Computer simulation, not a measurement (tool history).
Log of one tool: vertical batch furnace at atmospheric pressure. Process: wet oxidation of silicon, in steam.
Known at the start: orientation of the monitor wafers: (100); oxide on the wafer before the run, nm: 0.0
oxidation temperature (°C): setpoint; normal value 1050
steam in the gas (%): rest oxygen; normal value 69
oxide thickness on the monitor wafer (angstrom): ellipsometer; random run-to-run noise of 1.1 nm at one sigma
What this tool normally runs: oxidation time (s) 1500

run	day	oxidation temperature (°C)	oxidation time (s)	steam in the gas (%)	read-back reference wafer on the same gauge, thickness	oxide thickness on the monitor wafer (angstrom)
1	0	1050	1290	76	274.56	2276.8
2	0.808	1050	1290	76	273.84	2276.8
3	2.271	1050	1500	69	274.15	2377.2
4	3.333	1031	1500	73	274.11	2135.5
5	4.229	1031	1500	73	274.16	2122.4
6	5.396	1031	1500	73	273.65	2112.9
7	5.912	1050	1500	69	273.98	2354
8	6.662	1050	1500	69	273.95	2366.9
9	7.529	1050	1500	69	274.21	2347.5
10	8.971	1050	1500	69	273.31	2355.9
11	10.042	1050	1500	69	274.45	2370.7
12	11.396	1050	1500	69	274.53	2363.5
13	12.596	1050	1500	69	274.5	2362.8
14	13.583	1050	1500	69	274.62	2374.5
15	14.55	1050	1500	69	273.69	2374.9
16	15.621	1050	1500	69	273.59	2354.9
17	18.475	1050	2040	61	273.62	2677.6
18	18.658	1060	2070	69	273.44	3120.4
19	19.296	1074	1710	73	273.85	3110.8
20	20.338	1050	2160	57	273.85	2639.1
21	21.104	1050	1800	59	274.24	2385.8
22	22.192	1050	1500	78	274.44	2540.8
23	23.596	1050	1500	69	274.03	2353.5
24	24.417	1070	1500	77	273.62	2893.3
25	24.988	1030	2220	76	274.36	2875.5
26	25.738	1050	2010	76	273.67	3065
27	26.596	1050	2040	61	274.42	2666.9
28	27.258	1050	2100	69	273.68	2936
29	28.317	1032	1500	69	274.19	2062.6
30	28.967	1050	2040	61	273.57	2642.9
31	30.4	1037	2070	76	273.38	2877
32	31.342	1042	1500	74	273.84	2338
33	32.558	1027	1500	69	274.42	1981.7
34	33.967	1050	1500	69	273.88	2331.4

Withheld: 3 entries from between the runs. Position of each, and hidden state at the listed run before versus the listed run after:
Runs 16 to 17: gauge calibrated (day 17.462); steam generator serviced (day 17.75); thermocouples replaced and temperature profile calibrated (day 18.454)
  the hidden state is the same at both runs
